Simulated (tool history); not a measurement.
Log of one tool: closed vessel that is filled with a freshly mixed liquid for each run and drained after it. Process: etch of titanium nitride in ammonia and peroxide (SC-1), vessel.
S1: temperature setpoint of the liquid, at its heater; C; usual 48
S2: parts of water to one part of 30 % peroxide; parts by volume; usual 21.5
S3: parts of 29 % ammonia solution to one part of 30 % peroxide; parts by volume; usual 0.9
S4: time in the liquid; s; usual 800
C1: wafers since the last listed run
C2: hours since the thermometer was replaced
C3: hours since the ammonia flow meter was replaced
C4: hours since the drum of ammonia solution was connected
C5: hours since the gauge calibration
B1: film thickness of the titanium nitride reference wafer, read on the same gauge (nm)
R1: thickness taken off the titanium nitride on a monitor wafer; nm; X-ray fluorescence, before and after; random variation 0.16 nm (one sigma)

{"run": 1, "day": 0.0, "S1": 48, "S2": 21.5, "S3": 0.9, "S4": 800, "C1": 0, "C2": 1363.1, "C3": 1686.8, "C4": 63.2, "C5": 402.5, "B1": 119.98, "R1": 43.26}
{"run": 2, "day": 2.846, "S1": 48, "S2": 21.5, "S3": 0.9, "S4": 800, "C1": 5431, "C2": 1431.4, "C3": 1755.1, "C4": 131.5, "C5": 470.8, "B1": 120.01, "R1": 43.4}
{"run": 3, "day": 6.462, "S1": 48, "S2": 21.5, "S3": 0.9, "S4": 800, "C1": 6902, "C2": 1518.2, "C3": 1841.9, "C4": 218.3, "C5": 557.6, "B1": 120.04, "R1": 43.51}
{"run": 4, "day": 8.325, "S1": 48, "S2": 21.5, "S3": 0.9, "S4": 800, "C1": 3554, "C2": 1562.9, "C3": 1886.6, "C4": 263, "C5": 602.3, "B1": 120.02, "R1": 43.51}
{"run": 5, "day": 11.896, "S1": 48, "S2": 21.5, "S3": 0.9, "S4": 800, "C1": 6814, "C2": 1648.6, "C3": 1972.3, "C4": 348.7, "C5": 688, "B1": 120, "R1": 43.32}
{"run": 6, "day": 15.671, "S1": 48, "S2": 21.5, "S3": 0.9, "S4": 800, "C1": 7204, "C2": 1739.2, "C3": 2062.9, "C4": 439.3, "C5": 778.6, "B1": 119.96, "R1": 43.38}
{"day": 15.862, "done": "new drum of ammonia solution connected"}
{"run": 7, "day": 19.575, "S1": 48, "S2": 21.5, "S3": 0.9, "S4": 800, "C1": 7371, "C2": 1832.9, "C3": 2156.6, "C4": 89.1, "C5": 872.3, "B1": 120.02, "R1": 43.18}
{"run": 8, "day": 23.012, "S1": 48, "S2": 16, "S3": 0.9, "S4": 1015, "C1": 6560, "C2": 1915.4, "C3": 2239.1, "C4": 171.6, "C5": 954.8, "B1": 120.05, "R1": 64.2}
{"day": 25.342, "done": "thermometer replaced"}
{"day": 25.458, "done": "ammonia flow meter replaced"}
{"run": 9, "day": 26.725, "S1": 48, "S2": 16, "S3": 0.9, "S4": 1015, "C1": 6926, "C2": 33.2, "C3": 30.4, "C4": 260.7, "C5": 1043.9, "B1": 119.99, "R1": 66}
{"run": 10, "day": 30.821, "S1": 48, "S2": 16, "S3": 0.9, "S4": 1015, "C1": 7816, "C2": 131.5, "C3": 128.7, "C4": 359, "C5": 1142.2, "B1": 120.01, "R1": 65.52}
{"run": 11, "day": 32.329, "S1": 48, "S2": 21.5, "S3": 0.9, "S4": 800, "C1": 2878, "C2": 167.7, "C3": 164.9, "C4": 395.2, "C5": 1178.4, "B1": 119.98, "R1": 44.31}
{"day": 32.579, "done": "new drum of ammonia solution connected"}
{"run": 12, "day": 34.696, "S1": 48, "S2": 21.5, "S3": 0.9, "S4": 800, "C1": 4437, "C2": 224.5, "C3": 221.7, "C4": 50.8, "C5": 1235.2, "B1": 120, "R1": 44.08}
{"day": 39.208, "done": "gauge calibrated"}
{"run": 13, "day": 46.692, "S1": 48, "S2": 16, "S3": 0.9, "S4": 1015, "C1": 22893, "C2": 512.4, "C3": 509.6, "C4": 338.7, "C5": 179.6, "B1": 120.01, "R1": 65.47}
{"day": 49.533, "done": "new drum of ammonia solution connected"}
{"run": 14, "day": 50.946, "S1": 55.5, "S2": 21.5, "S3": 1.15, "S4": 460, "C1": 8039, "C2": 614.5, "C3": 611.7, "C4": 33.9, "C5": 281.7, "B1": 119.97, "R1": 43.91}
{"run": 15, "day": 54.875, "S1": 48, "S2": 21.5, "S3": 0.9, "S4": 800, "C1": 7498, "C2": 708.8, "C3": 706, "C4": 128.2, "C5": 376, "B1": 119.98, "R1": 43.96}
{"run": 16, "day": 58.542, "S1": 40.5, "S2": 21.5, "S3": 0.9, "S4": 430, "C1": 6997, "C2": 796.8, "C3": 794, "C4": 216.2, "C5": 464, "B1": 119.98, "R1": 13.65}
{"run": 17, "day": 60.146, "S1": 52, "S2": 24.5, "S3": 1.1, "S4": 1035, "C1": 3061, "C2": 835.3, "C3": 832.5, "C4": 254.7, "C5": 502.5, "B1": 120, "R1": 71.52}
{"run": 18, "day": 62.558, "S1": 48, "S2": 21.5, "S3": 0.75, "S4": 400, "C1": 4604, "C2": 893.2, "C3": 890.4, "C4": 312.6, "C5": 560.4, "B1": 120, "R1": 21.22}
{"run": 19, "day": 65.167, "S1": 48, "S2": 11, "S3": 0.9, "S4": 625, "C1": 4977, "C2": 955.8, "C3": 953, "C4": 375.2, "C5": 623, "B1": 119.98, "R1": 48.9}
{"day": 65.9, "done": "new drum of ammonia solution connected"}
{"run": 20, "day": 68.692, "S1": 53.5, "S2": 21.5, "S3": 0.9, "S4": 465, "C1": 6647, "C2": 1040.4, "C3": 1037.6, "C4": 67, "C5": 707.6, "B1": 119.97, "R1": 37.12}
{"run": 21, "day": 71.954, "S1": 48, "S2": 31.5, "S3": 0.9, "S4": 800, "C1": 6226, "C2": 1118.7, "C3": 1115.9, "C4": 145.3, "C5": 785.9, "B1": 119.96, "R1": 34.79}
{"run": 22, "day": 75.121, "S1": 48, "S2": 21.5, "S3": 1.05, "S4": 1015, "C1": 6043, "C2": 1194.7, "C3": 1191.9, "C4": 221.3, "C5": 861.9, "B1": 119.97, "R1": 56.46}
{"run": 23, "day": 77.512, "S1": 48, "S2": 21.5, "S3": 0.9, "S4": 800, "C1": 4564, "C2": 1252.1, "C3": 1249.3, "C4": 278.7, "C5": 919.3, "B1": 120.04, "R1": 43.45}
{"run": 24, "day": 81.008, "S1": 52.5, "S2": 21.5, "S3": 1.1, "S4": 1045, "C1": 6671, "C2": 1336, "C3": 1333.2, "C4": 362.6, "C5": 1003.2, "B1": 119.99, "R1": 79.98}
{"day": 81.288, "done": "new drum of ammonia solution connected"}
{"run": 25, "day": 82.621, "S1": 48, "S2": 21.5, "S3": 0.9, "S4": 800, "C1": 2997, "C2": 1374.7, "C3": 1371.9, "C4": 32, "C5": 1041.9, "B1": 119.99, "R1": 43.26}

4 ways to go on from here, each from the tool as it stands after run 25. What would each give?
{"run": "A", "day": 82.658, "S1": 48, "S2": 28.5, "S3": 0.9, "S4": 800, "C1": 71, "C2": 1375.6, "C3": 1372.8, "C4": 32.9, "C5": 1042.8, "B1": "?", "R1": "?"}
{"run": "B", "day": 82.658, "S1": 43.5, "S2": 31.5, "S3": 0.6, "S4": 590, "C1": 71, "C2": 1375.6, "C3": 1372.8, "C4": 32.9, "C5": 1042.8, "B1": "?", "R1": "?"}
{"run": "C", "day": 82.658, "S1": 48, "S2": 30.5, "S3": 0.9, "S4": 800, "C1": 71, "C2": 1375.6, "C3": 1372.8, "C4": 32.9, "C5": 1042.8, "B1": "?", "R1": "?"}
{"run": "D", "day": 82.658, "S1": 55.5, "S2": 17.5, "S3": 1.1, "S4": 995, "C1": 71, "C2": 1375.6, "C3": 1372.8, "C4": 32.9, "C5": 1042.8, "B1": "?", "R1": "?"}

run=A B1=120.01 R1=37.04
run=B B1=120.01 R1=17.33
run=C B1=120.01 R1=35.65
run=D B1=120.01 R1=104.78
Without the tool's hidden state the same runs would have given:
run=A R1=38.12
run=B R1=17.85
run=C R1=36.69
run=D R1=107.71
